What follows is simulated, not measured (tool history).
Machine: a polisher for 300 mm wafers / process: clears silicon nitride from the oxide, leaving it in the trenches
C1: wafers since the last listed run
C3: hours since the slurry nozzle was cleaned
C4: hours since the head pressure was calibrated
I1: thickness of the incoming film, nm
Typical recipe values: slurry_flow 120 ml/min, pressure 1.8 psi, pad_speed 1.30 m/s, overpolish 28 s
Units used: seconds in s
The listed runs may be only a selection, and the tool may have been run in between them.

run 1 hour=0.0 | slurry_flow=135 pressure=1.8 pad_speed=1.30 overpolish=28 | C1=0 wafers_polished_on_this_pad=635 C3=497.8 C4=1081.1 | I1=54.7 | seconds=72.1
run 2 hour=22.0 | slurry_flow=135 pressure=1.8 pad_speed=1.30 overpolish=28 | C1=143 wafers_polished_on_this_pad=779 C3=519.8 C4=1103.1 | I1=55.5 | seconds=71.7
run 3 hour=49.4 | slurry_flow=120 pressure=1.5 pad_speed=1.30 overpolish=28 | C1=179 wafers_polished_on_this_pad=958 C3=547.2 C4=1130.5 | I1=55.9 | seconds=87.8
run 4 hour=62.1 | slurry_flow=120 pressure=1.5 pad_speed=1.30 overpolish=28 | C1=83 wafers_polished_on_this_pad=1041 C3=559.9 C4=1143.2 | I1=54.6 | seconds=82.5
run 5 hour=80.7 | slurry_flow=120 pressure=1.5 pad_speed=1.30 overpolish=28 | C1=121 wafers_polished_on_this_pad=1163 C3=578.5 C4=1161.8 | I1=55.4 | seconds=85.8
run 6 hour=114.9 | slurry_flow=120 pressure=1.8 pad_speed=1.30 overpolish=28 | C1=223 wafers_polished_on_this_pad=1386 C3=612.7 C4=1196.0 | I1=54.3 | seconds=73.2
-- hour=130.9 worn pad replaced by a new one
run 7 hour=145.0 | slurry_flow=120 pressure=1.8 pad_speed=1.30 overpolish=28 | C1=170 wafers_polished_on_this_pad=92 C3=642.8 C4=1226.1 | I1=56.0 | seconds=74.6
run 8 hour=176.1 | slurry_flow=120 pressure=1.8 pad_speed=1.30 overpolish=28 | C1=203 wafers_polished_on_this_pad=295 C3=673.9 C4=1257.2 | I1=56.0 | seconds=73.6
run 9 hour=200.9 | slurry_flow=110 pressure=1.8 pad_speed=1.30 overpolish=28 | C1=162 wafers_polished_on_this_pad=457 C3=698.7 C4=1282.0 | I1=56.0 | seconds=74.0
run 10 hour=216.4 | slurry_flow=110 pressure=1.8 pad_speed=1.30 overpolish=28 | C1=101 wafers_polished_on_this_pad=559 C3=714.2 C4=1297.5 | I1=55.1 | seconds=75.8
run 11 hour=238.4 | slurry_flow=120 pressure=1.8 pad_speed=1.46 overpolish=28 | C1=143 wafers_polished_on_this_pad=702 C3=736.2 C4=1319.5 | I1=55.3 | seconds=68.3
run 12 hour=271.9 | slurry_flow=120 pressure=1.8 pad_speed=1.30 overpolish=28 | C1=219 wafers_polished_on_this_pad=921 C3=769.7 C4=1353.0 | I1=54.9 | seconds=74.2
run 13 hour=303.0 | slurry_flow=120 pressure=1.8 pad_speed=1.30 overpolish=28 | C1=203 wafers_polished_on_this_pad=1125 C3=800.8 C4=1384.1 | I1=55.5 | seconds=74.6
run 14 hour=332.5 | slurry_flow=120 pressure=1.8 pad_speed=1.40 overpolish=28 | C1=192 wafers_polished_on_this_pad=1318 C3=830.3 C4=1413.6 | I1=54.9 | seconds=71.2
-- hour=346.8 worn pad replaced by a new one
run 15 hour=368.1 | slurry_flow=120 pressure=1.8 pad_speed=1.40 overpolish=28 | C1=206 wafers_polished_on_this_pad=139 C3=865.9 C4=1449.2 | I1=55.2 | seconds=71.4
run 16 hour=396.0 | slurry_flow=120 pressure=1.8 pad_speed=1.30 overpolish=39 | C1=182 wafers_polished_on_this_pad=321 C3=893.8 C4=1477.1 | I1=54.2 | seconds=71.5
-- hour=405.5 head pressure recalibrated
run 17 hour=423.3 | slurry_flow=120 pressure=1.8 pad_speed=1.30 overpolish=39 | C1=165 wafers_polished_on_this_pad=487 C3=921.1 C4=17.8 | I1=55.3 | seconds=73.0
run 18 hour=449.1 | slurry_flow=120 pressure=1.8 pad_speed=1.30 overpolish=39 | C1=168 wafers_polished_on_this_pad=656 C3=946.9 C4=43.6 | I1=55.4 | seconds=72.9
run 19 hour=514.0 | slurry_flow=120 pressure=1.8 pad_speed=1.30 overpolish=45 | C1=424 wafers_polished_on_this_pad=1080 C3=1011.8 C4=108.5 | I1=54.3 | seconds=73.5
-- hour=523.2 slurry nozzle cleaned
-- hour=523.5 worn pad replaced by a new one
run 20 hour=548.5 | slurry_flow=120 pressure=1.8 pad_speed=1.30 overpolish=28 | C1=217 wafers_polished_on_this_pad=163 C3=25.3 C4=143.0 | I1=55.7 | seconds=74.1
run 21 hour=602.4 | slurry_flow=120 pressure=1.8 pad_speed=1.46 overpolish=28 | C1=352 wafers_polished_on_this_pad=516 C3=79.2 C4=196.9 | I1=54.7 | seconds=66.8
run 22 hour=632.7 | slurry_flow=130 pressure=2.0 pad_speed=1.30 overpolish=19 | C1=198 wafers_polished_on_this_pad=714 C3=109.5 C4=227.2 | I1=54.7 | seconds=66.5
run 23 hour=659.1 | slurry_flow=120 pressure=1.4 pad_speed=1.58 overpolish=28 | C1=172 wafers_polished_on_this_pad=886 C3=135.9 C4=253.6 | I1=54.6 | seconds=73.7
-- hour=708.3 worn pad replaced by a new one
run 24 hour=747.2 | slurry_flow=120 pressure=1.8 pad_speed=1.30 overpolish=28 | C1=549 wafers_polished_on_this_pad=254 C3=224.0 C4=341.7 | I1=54.4 | seconds=73.8
run 25 hour=761.9 | slurry_flow=85 pressure=1.8 pad_speed=1.30 overpolish=28 | C1=96 wafers_polished_on_this_pad=350 C3=238.7 C4=356.4 | I1=53.9 | seconds=75.9
run 26 hour=778.2 | slurry_flow=145 pressure=2.1 pad_speed=1.58 overpolish=28 | C1=106 wafers_polished_on_this_pad=456 C3=255.0 C4=372.7 | I1=55.1 | seconds=55.2
run 27 hour=797.6 | slurry_flow=135 pressure=1.6 pad_speed=1.76 overpolish=42 | C1=126 wafers_polished_on_this_pad=583 C3=274.4 C4=392.1 | I1=55.3 | seconds=62.0
run 28 hour=832.4 | slurry_flow=130 pressure=2.0 pad_speed=1.30 overpolish=19 | C1=227 wafers_polished_on_this_pad=811 C3=309.2 C4=426.9 | I1=55.4 | seconds=67.9
run 29 hour=862.9 | slurry_flow=120 pressure=1.8 pad_speed=1.30 overpolish=28 | C1=199 wafers_polished_on_this_pad=1010 C3=339.7 C4=457.4 | I1=54.8 | seconds=73.9
run 30 hour=878.7 | slurry_flow=120 pressure=1.8 pad_speed=1.30 overpolish=39 | C1=103 wafers_polished_on_this_pad=1114 C3=355.5 C4=473.2 | I1=55.6 | seconds=72.2
-- hour=894.2 worn pad replaced by a new one
run 31 hour=898.9 | slurry_flow=130 pressure=1.8 pad_speed=1.30 overpolish=13 | C1=105 wafers_polished_on_this_pad=30 C3=375.7 C4=493.4 | I1=54.6 | seconds=71.7
run 32 hour=921.3 | slurry_flow=155 pressure=1.5 pad_speed=1.54 overpolish=11 | C1=146 wafers_polished_on_this_pad=177 C3=398.1 C4=515.8 | I1=53.9 | seconds=68.5
run 33 hour=942.3 | slurry_flow=140 pressure=1.8 pad_speed=0.90 overpolish=28 | C1=137 wafers_polished_on_this_pad=314 C3=419.1 C4=536.8 | I1=55.7 | seconds=96.1
run 34 hour=972.6 | slurry_flow=85 pressure=1.4 pad_speed=1.76 overpolish=28 | C1=198 wafers_polished_on_this_pad=512 C3=449.4 C4=567.1 | I1=54.9 | seconds=69.9
run 35 hour=999.0 | slurry_flow=120 pressure=1.8 pad_speed=1.30 overpolish=28 | C1=172 wafers_polished_on_this_pad=685 C3=475.8 C4=593.5 | I1=55.9 | seconds=74.3
run 36 hour=1014.6 | slurry_flow=105 pressure=1.8 pad_speed=1.12 overpolish=28 | C1=102 wafers_polished_on_this_pad=787 C3=491.4 C4=609.1 | I1=55.4 | seconds=83.1
run 37 hour=1027.9 | slurry_flow=155 pressure=1.8 pad_speed=1.30 overpolish=15 | C1=86 wafers_polished_on_this_pad=874 C3=504.7 C4=622.4 | I1=54.0 | seconds=71.0

Alternative continuations, all from the tool just after run 37; predict every row:
run A hour=1028.3 | slurry_flow=120 pressure=1.8 pad_speed=1.30 overpolish=16 | C1=2 wafers_polished_on_this_pad=876 C3=505.1 C4=622.8 | I1=54.7 | seconds=?
run B hour=1028.3 | slurry_flow=120 pressure=1.6 pad_speed=0.94 overpolish=28 | C1=2 wafers_polished_on_this_pad=876 C3=505.1 C4=622.8 | I1=54.7 | seconds=?
run C hour=1028.3 | slurry_flow=120 pressure=1.8 pad_speed=1.48 overpolish=28 | C1=2 wafers_polished_on_this_pad=876 C3=505.1 C4=622.8 | I1=54.7 | seconds=?
run D hour=1028.3 | slurry_flow=120 pressure=1.8 pad_speed=1.68 overpolish=28 | C1=2 wafers_polished_on_this_pad=876 C3=505.1 C4=622.8 | I1=54.7 | seconds=?

run=A seconds=73.2
run=B seconds=100.1
run=C seconds=66.4
run=D seconds=60.2
Without the tool's hidden state the same runs would have given:
run=A seconds=73.2
run=B seconds=100.1
run=C seconds=66.4
run=D seconds=60.2
